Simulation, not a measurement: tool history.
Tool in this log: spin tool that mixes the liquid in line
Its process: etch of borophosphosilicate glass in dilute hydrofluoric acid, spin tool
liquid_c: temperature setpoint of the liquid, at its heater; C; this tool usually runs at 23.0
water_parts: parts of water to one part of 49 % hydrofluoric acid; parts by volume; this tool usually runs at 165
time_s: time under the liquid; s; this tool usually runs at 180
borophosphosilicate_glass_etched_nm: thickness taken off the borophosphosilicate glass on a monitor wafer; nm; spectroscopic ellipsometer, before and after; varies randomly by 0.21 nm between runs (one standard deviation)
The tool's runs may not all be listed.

run	hour	liquid_c	water_parts	time_s	wafers since the last listed run	hours since the thermometer was replaced	hours since the hydrofluoric acid flow meter was replaced	hours since the gauge calibration	read-back film thickness of the borophosphosilicate glass reference wafer, read on the same gauge (nm)	borophosphosilicate_glass_etched_nm
1	0.0	24.5	165	155	0	1826.4	24.9	785.5	139.98	27.81
2	28.4	23.0	165	180	253	1854.8	53.3	813.9	140.02	30.62
3	59.1	23.0	165	180	273	1885.5	84.0	844.6	140.04	30.89
4	80.0	23.0	165	180	186	1906.4	104.9	865.5	140.02	30.65
5	96.0	23.0	165	180	142	1922.4	120.9	881.5	140.03	30.63
6	117.7	23.0	165	240	193	1944.1	142.6	903.2	139.97	41.10
7	150.1	23.0	165	240	288	1976.5	175.0	935.6	139.99	40.94
8	166.5	23.0	165	180	146	1992.9	191.4	952.0	140.03	30.94
9	186.8	23.0	165	180	180	2013.2	211.7	972.3	139.98	30.71
10	208.2	23.0	190	180	190	2034.6	233.1	993.7	140.01	26.04
11	227.2	23.0	165	180	169	2053.6	252.1	1012.7	140.03	30.65
12	247.8	23.0	135	265	183	2074.2	272.7	1033.3	140.00	57.04
13	260.7	21.0	100	210	114	2087.1	285.6	1046.2	140.03	59.31
14	283.7	23.0	165	180	205	2110.1	308.6	1069.2	139.98	30.89
15	316.7	23.0	135	75	294	2143.1	341.6	1102.2	139.98	16.24
16	343.8	26.0	130	250	241	2170.2	368.7	1129.3	139.99	63.98
17	362.9	26.5	185	85	170	2189.3	387.8	1148.4	140.00	14.52
18	398.4	18.0	165	75	316	2224.8	423.3	1183.9	139.99	10.57
# hour 411.8: gauge calibrated
19	427.9	23.0	165	180	262	2254.3	452.8	16.1	140.01	30.60
20	445.3	23.0	240	215	155	2271.7	470.2	33.5	139.99	23.60
21	467.1	25.0	205	255	194	2293.5	492.0	55.3	140.01	35.98
# hour 479.3: thermometer replaced
22	486.1	27.5	165	250	160	6.8	511.0	74.3	139.96	50.31
23	511.2	18.0	100	180	223	31.9	536.1	99.4	140.01	44.55
24	528.7	23.0	240	215	155	49.4	553.6	116.9	140.00	23.20
25	632.1	23.0	120	180	921	152.8	657.0	220.3	139.99	44.49
26	655.8	23.0	165	180	211	176.5	680.7	244.0	140.02	30.78
27	674.1	27.5	165	180	163	194.8	699.0	262.3	140.02	36.48
28	703.3	23.0	220	85	260	224.0	728.2	291.5	140.02	10.18
29	736.9	23.0	125	90	299	257.6	761.8	325.1	139.96	21.15
# hour 767.4: hydrofluoric acid flow meter replaced
30	767.9	27.0	165	70	267	288.6	0.5	356.1	140.01	13.85
31	794.9	23.0	105	225	240	315.6	27.5	383.1	140.00	64.34
32	821.9	23.0	225	285	240	342.6	54.5	410.1	139.99	33.49
33	856.2	23.0	165	130	305	376.9	88.8	444.4	140.00	22.21

What was the tool's hidden state at every run in the log?
liquid colder than its thermometer reads (K): 0 on each run
hydrofluoric acid flow below the setpoint (%): 0 on each run
gauge reads high (%): 0 on each run

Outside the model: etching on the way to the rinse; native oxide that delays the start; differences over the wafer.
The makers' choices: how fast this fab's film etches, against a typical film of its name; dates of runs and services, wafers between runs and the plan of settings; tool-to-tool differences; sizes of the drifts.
